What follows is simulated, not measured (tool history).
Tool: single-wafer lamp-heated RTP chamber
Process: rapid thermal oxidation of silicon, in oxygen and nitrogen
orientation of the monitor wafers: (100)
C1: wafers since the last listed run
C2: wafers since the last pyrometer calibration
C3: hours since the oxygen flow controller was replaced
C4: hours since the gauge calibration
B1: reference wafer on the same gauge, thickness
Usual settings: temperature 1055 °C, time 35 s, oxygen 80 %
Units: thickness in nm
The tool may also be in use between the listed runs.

Run 1, day 0: usual settings but oxygen 68 %; C1 0; C2 1005; C3 3346.3; C4 487.1; B1 6.98. Result: thickness 6.739 nm.
Run 2, day 2.25: usual settings but oxygen 68 %; C1 620; C2 1626; C3 3400.3; C4 541.1; B1 6.979. Result: thickness 6.723 nm.
Run 3, day 4.146: usual settings but time 40 s; C1 522; C2 2148; C3 3445.8; C4 586.6; B1 6.982. Result: thickness 7.586 nm.
Run 4, day 6.212: usual settings but time 40 s; C1 569; C2 2718; C3 3495.4; C4 636.2; B1 6.979. Result: thickness 7.6 nm.
Run 5, day 8.142: usual settings; C1 531; C2 3250; C3 3541.7; C4 682.5; B1 6.98. Result: thickness 7.168 nm.
Run 6, day 10.017: usual settings; C1 516; C2 3767; C3 3586.7; C4 727.5; B1 6.98. Result: thickness 7.17 nm.
At day 10.958: pyrometer window cleaned and pyrometer calibrated.
Run 7, day 12.383: usual settings; C1 560; C2 393; C3 3643.5; C4 784.3; B1 6.979. Result: thickness 7.126 nm.
Run 8, day 15.325: usual settings; C1 810; C2 1204; C3 3714.1; C4 854.9; B1 6.982. Result: thickness 7.104 nm.
Run 9, day 16.696: usual settings; C1 377; C2 1581; C3 3747; C4 887.8; B1 6.982. Result: thickness 7.143 nm.
Run 10, day 18.842: usual settings; C1 591; C2 2173; C3 3798.5; C4 939.3; B1 6.98. Result: thickness 7.133 nm.
Run 11, day 20.038: usual settings; C1 329; C2 2503; C3 3827.2; C4 968; B1 6.98. Result: thickness 7.155 nm.
Run 12, day 22.571: usual settings; C1 698; C2 3201; C3 3888; C4 1028.8; B1 6.981. Result: thickness 7.162 nm.
Run 13, day 24.4: usual settings; C1 504; C2 3705; C3 3931.9; C4 1072.7; B1 6.982. Result: thickness 7.138 nm.
At day 25.183: pyrometer window cleaned and pyrometer calibrated.
Run 14, day 26.012: usual settings but temperature 1071 °C, time 43 s; C1 352; C2 228; C3 3970.6; C4 1111.4; B1 6.978. Result: thickness 8.672 nm.
At day 26.733: oxygen flow controller replaced.
At day 27.95: gauge calibrated.
Run 15, day 28.279: usual settings but time 44 s; C1 532; C2 761; C3 37.1; C4 7.9; B1 6.981. Result: thickness 7.894 nm.
Run 16, day 29.992: usual settings but time 44 s; C1 472; C2 1233; C3 78.2; C4 49; B1 6.981. Result: thickness 7.897 nm.
Run 17, day 31.262: usual settings but oxygen 71 %; C1 350; C2 1584; C3 108.7; C4 79.5; B1 6.978. Result: thickness 6.856 nm.
Run 18, day 33.929: usual settings but temperature 1070 °C, time 28 s, oxygen 92 %; C1 735; C2 2319; C3 172.7; C4 143.5; B1 6.977. Result: thickness 7.559 nm.
Run 19, day 36.646: usual settings; C1 748; C2 3068; C3 237.9; C4 208.7; B1 6.98. Result: thickness 7.162 nm.
At day 37.808: pyrometer window cleaned and pyrometer calibrated.
Run 20, day 39.292: usual settings but temperature 1041 °C, time 25 s; C1 637; C2 409; C3 301.4; C4 272.2; B1 6.98. Result: thickness 5.617 nm.
Run 21, day 41.633: usual settings but temperature 1046 °C, time 48 s; C1 645; C2 1054; C3 357.6; C4 328.4; B1 6.979. Result: thickness 7.701 nm.
Run 22, day 43.158: usual settings but temperature 1065 °C, time 19 s, oxygen 52 %; C1 420; C2 1475; C3 394.2; C4 365; B1 6.981. Result: thickness 5.094 nm.
Run 23, day 45.342: usual settings but temperature 1071 °C, oxygen 59 %; C1 601; C2 2076; C3 446.6; C4 417.4; B1 6.978. Result: thickness 7.146 nm.

Run 24 comes next. What will it give?
Run 24, day 46.942: usual settings but temperature 1038 °C, time 41 s, oxygen 54 %; C1 441; C2 2517; C3 485; C4 455.8; B1 ?. Result: thickness ?.

{"run 24": {"B1": 6.98, "thickness": 5.937}}
Without the tool's hidden state the same run would have given thickness 5.905 nm.

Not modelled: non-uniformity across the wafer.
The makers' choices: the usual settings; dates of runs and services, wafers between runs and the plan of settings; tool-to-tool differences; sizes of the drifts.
